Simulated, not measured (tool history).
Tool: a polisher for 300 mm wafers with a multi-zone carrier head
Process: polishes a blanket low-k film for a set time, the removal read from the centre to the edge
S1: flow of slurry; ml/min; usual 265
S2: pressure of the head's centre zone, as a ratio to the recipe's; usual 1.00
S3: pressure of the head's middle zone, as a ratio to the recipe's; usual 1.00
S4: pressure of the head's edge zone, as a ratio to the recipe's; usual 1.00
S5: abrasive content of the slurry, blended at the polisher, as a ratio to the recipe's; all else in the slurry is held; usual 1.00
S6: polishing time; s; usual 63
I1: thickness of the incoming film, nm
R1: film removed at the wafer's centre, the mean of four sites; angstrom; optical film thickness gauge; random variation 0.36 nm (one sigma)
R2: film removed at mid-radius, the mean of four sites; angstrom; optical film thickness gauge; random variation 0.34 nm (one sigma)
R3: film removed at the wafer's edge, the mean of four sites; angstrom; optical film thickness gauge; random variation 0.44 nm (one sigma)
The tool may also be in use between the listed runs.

run,hour,S1,S2,S3,S4,S5,S6,I1,R1,R2,R3
1,0.0,265,1.00,1.00,0.96,1.00,63,361.6,315,294,292
2,50.4,265,1.00,1.00,1.07,1.00,63,355.5,325,293,304
# hour 71.7: centre zone pressure recalibrated
3,90.4,265,1.00,1.00,1.00,1.00,63,360.4,289,293,294
4,140.6,265,1.10,1.04,1.00,1.00,63,362.5,317,302,298
5,244.9,330,1.00,1.06,1.00,1.00,54,360.4,247,267,257
6,330.4,265,0.89,0.92,1.00,1.10,81,363.0,351,386,401
7,412.8,265,1.00,0.96,1.00,1.00,63,355.3,295,284,293
8,490.3,265,1.00,1.00,1.00,1.00,46,366.5,216,217,214
# hour 505.1: slurry nozzle cleaned
# hour 513.1: worn pad replaced by a new one
9,548.5,265,1.00,1.00,1.00,1.00,63,364.5,296,290,290
10,629.2,195,1.00,1.00,1.00,1.00,63,358.6,294,287,292
# hour 637.9: edge zone pressure recalibrated
11,725.6,265,1.00,1.00,1.00,1.00,79,360.8,373,364,383
12,769.5,350,1.00,1.00,1.00,1.10,76,360.3,388,382,376
13,1065.5,215,1.00,1.00,1.00,1.15,44,356.8,236,219,216
14,1115.8,265,1.00,1.00,1.04,1.00,63,362.0,322,289,298
# hour 1134.9: carrier head's membrane replaced by a new one
# hour 1162.2: centre zone pressure recalibrated
# hour 1251.7: slurry nozzle cleaned
# hour 1346.3: worn pad replaced by a new one
15,1405.2,265,1.00,1.00,1.00,1.00,48,352.6,221,227,228
16,1482.2,340,1.00,1.00,0.96,1.00,63,358.2,296,298,300
17,1534.7,265,1.11,1.00,1.00,1.00,45,358.7,230,203,209
18,1632.6,265,0.95,1.00,1.00,1.00,45,361.8,198,207,210
# hour 1657.3: edge zone pressure recalibrated
19,1704.9,265,1.06,1.00,1.00,1.00,63,357.8,316,292,298
20,1802.0,265,1.00,1.00,1.00,1.00,63,351.5,299,298,290
21,1910.0,265,1.00,1.00,1.00,1.30,83,359.9,453,438,441

Hidden state or all else? Some run-to-run changes of R1, split into what the settings, what came in and random variation would give without the hidden state, and what is left for the hidden state (with any gauge scatter that isn't in both results):
The hidden state here: removal rate lost through wear of the pad, %; slurry flow missing at the pad, %; deviation of the centre zone's pressure from its setpoint, %; deviation of the edge zone's pressure from its setpoint, %.
Run 2 -> 3: S4 1.07 -> 1.00, centre zone pressure recalibrated. R1 -36 angstrom: hidden state -37, all else +1.
Run 12 -> 13: S1 350 -> 215, S5 1.10 -> 1.15, S6 76 -> 44. R1 -152 angstrom: hidden state +4, all else -156.
Run 14 -> 15: S4 1.04 -> 1.00, S6 63 -> 48, carrier head's membrane replaced by a new one, centre zone pressure recalibrated, slurry nozzle cleaned, worn pad replaced by a new one. R1 -101 angstrom: hidden state -30, all else -71.
Run 20 -> 21: S5 1.00 -> 1.30, S6 63 -> 83. R1 +154 angstrom: hidden state +11, all else +143.
